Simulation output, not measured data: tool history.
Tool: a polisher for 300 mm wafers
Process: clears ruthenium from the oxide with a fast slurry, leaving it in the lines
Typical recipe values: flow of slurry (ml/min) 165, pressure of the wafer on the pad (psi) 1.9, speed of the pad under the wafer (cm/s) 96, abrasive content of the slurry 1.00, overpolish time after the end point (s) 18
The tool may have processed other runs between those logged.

run   hour  flow of slurry (ml/min)  pressure of the wafer on the pad (psi)  speed of the pad under the wafer (cm/s)  abrasive content of the slurry  overpolish time after the end point (s)  wafers since the last listed run  wafers polished on this pad  hours since the slurry nozzle was cleaned  hours since the head pressure was calibrated  hours since the slurry blender was calibrated  incoming thickness of the incoming film, nm  time until the end point was called (s)  dishing of a wide line in a test structure (Å)
  1    0.0                      165                                     1.9                                      122                            1.00                                       18                                 0                         1068                                      151.1                                         588.7                                           93.2                                        118.1                                     47.5                                             412
       0.3  -- slurry blender recalibrated
  2   15.5                      165                                     1.9                                      122                            1.00                                       18                               199                         1268                                      166.6                                         604.2                                           15.2                                        120.0                                     49.4                                             386
      20.3  -- worn pad replaced by a new one
  3   30.7                      165                                     1.9                                      122                            1.00                                       18                               147                          137                                      181.8                                         619.4                                           30.4                                        120.3                                     43.2                                             442
  4   40.0                      185                                     1.9                                       96                            1.00                                       18                               122                          260                                      191.1                                         628.7                                           39.7                                        121.8                                     55.6                                             370
  5   56.5                      165                                     1.6                                       96                            1.00                                       18                               217                          478                                      207.6                                         645.2                                           56.2                                        120.0                                     62.6                                             314
  6   71.5                      165                                     1.6                                       96                            1.00                                       18                               197                          676                                      222.6                                         660.2                                           71.2                                        119.7                                     64.9                                             310
  7   86.8                      165                                     1.6                                       96                            1.00                                       18                               201                          877                                      237.9                                         675.5                                           86.5                                        122.0                                     68.1                                             306
  8  103.8                      165                                     1.9                                       96                            1.00                                       24                               224                         1102                                      254.9                                         692.5                                          103.5                                        117.7                                     60.5                                             423
     110.7  -- slurry blender recalibrated
     111.1  -- worn pad replaced by a new one
  9  114.3                      165                                     1.9                                       96                            1.00                                       24                               105                           41                                      265.4                                         703.0                                            3.6                                        120.9                                     56.5                                             457
 10  121.1                      165                                     1.9                                       96                            1.00                                       18                                89                          131                                      272.2                                         709.8                                           10.4                                        120.5                                     57.1                                             346
 11  127.5                      165                                     1.9                                       96                            1.00                                       18                                84                          215                                      278.6                                         716.2                                           16.8                                        121.4                                     58.2                                             347
 12  141.1                      165                                     1.9                                       96                            1.00                                       18                               179                          395                                      292.2                                         729.8                                           30.4                                        119.1                                     56.5                                             340
 13  154.9                      165                                     1.9                                       96                            1.15                                       18                               182                          577                                      306.0                                         743.6                                           44.2                                        118.0                                     55.6                                             366
 14  165.8                      165                                     1.9                                       96                            1.00                                       18                               143                          721                                      316.9                                         754.5                                           55.1                                        118.6                                     59.0                                             336
 15  174.5                      165                                     2.4                                       96                            1.10                                       18                               114                          835                                      325.6                                         763.2                                           63.8                                        119.7                                     48.1                                             406
     189.9  -- worn pad replaced by a new one
     191.8  -- head pressure recalibrated
     193.0  -- slurry nozzle cleaned
 16  193.5                      190                                     2.1                                       96                            1.00                                       26                               159                            9                                        0.5                                           1.7                                           82.8                                        118.6                                     48.4                                             559
     198.7  -- slurry blender recalibrated
 17  204.9                      190                                     1.3                                       88                            1.25                                       18                               124                          133                                       11.9                                          13.1                                            6.2                                        121.1                                     73.0                                             285
 18  245.2                      165                                     1.9                                       96                            1.00                                        9                               531                          665                                       52.2                                          53.4                                           46.5                                        120.4                                     56.6                                             189
 19  253.0                      165                                     2.4                                       96                            1.25                                       15                               102                          768                                       60.0                                          61.2                                           54.3                                        121.6                                     43.2                                             379
 20  260.3                      210                                     1.3                                       96                            0.85                                       12                                96                          864                                       67.3                                          68.5                                           61.6                                        120.3                                     84.5                                             169
     273.7  -- worn pad replaced by a new one
 21  274.2                      120                                     1.9                                       64                            1.00                                       18                               130                            6                                       81.2                                          82.4                                           75.5                                        119.7                                     85.2                                             238
     286.3  -- slurry blender recalibrated
 22  288.4                      165                                     1.9                                       96                            1.00                                       18                               160                          167                                       95.4                                          96.6                                            2.1                                        119.5                                     55.0                                             359
 23  304.2                      120                                     1.9                                       74                            1.00                                       21                               208                          375                                      111.2                                         112.4                                           17.9                                        119.9                                     76.8                                             318
 24  313.9                      210                                     1.9                                       96                            1.00                                       18                               127                          503                                      120.9                                         122.1                                           27.6                                        120.8                                     56.0                                             368
 25  326.3                      165                                     1.9                                       96                            1.00                                       18                               163                          667                                      133.3                                         134.5                                           40.0                                        121.0                                     58.6                                             351
 26  338.3                      165                                     1.9                                       96                            1.00                                       18                               158                          825                                      145.3                                         146.5                                           52.0                                        120.0                                     60.6                                             345

What if the next run were any one of these 5? Each begins from the tool's condition after run 26:
  A  338.7                      165                                     1.9                                       96                            1.00                                       15                                 5                          830                                      145.7                                         146.9                                           52.4                                        118.4                                        ?                                               ?
  B  338.7                      165                                     1.2                                       64                            0.70                                       18                                 5                          830                                      145.7                                         146.9                                           52.4                                        118.4                                        ?                                               ?
  C  338.7                      165                                     1.9                                       64                            0.80                                       18                                 5                          830                                      145.7                                         146.9                                           52.4                                        118.4                                        ?                                               ?
  D  338.7                      135                                     1.9                                       96                            1.00                                       18                                 5                          830                                      145.7                                         146.9                                           52.4                                        118.4                                        ?                                               ?
  E  338.7                      110                                     1.9                                       76                            1.00                                       25                                 5                          830                                      145.7                                         146.9                                           52.4                                        118.4                                        ?                                               ?

run  time until the end point was called (s)  dishing of a wide line in a test structure (Å)
  A                                     58.1                                             291
  B                                    152.0                                             140
  C                                     99.1                                             210
  D                                     59.8                                             334
  E                                     78.0                                             354
Had the tool no hidden state, the same runs would have come out as:
run  time until the end point was called (s)  dishing of a wide line in a test structure (Å)
  A                                     53.0                                             317
  B                                    138.5                                             153
  C                                     90.3                                             229
  D                                     54.3                                             365
  E                                     70.6                                             387
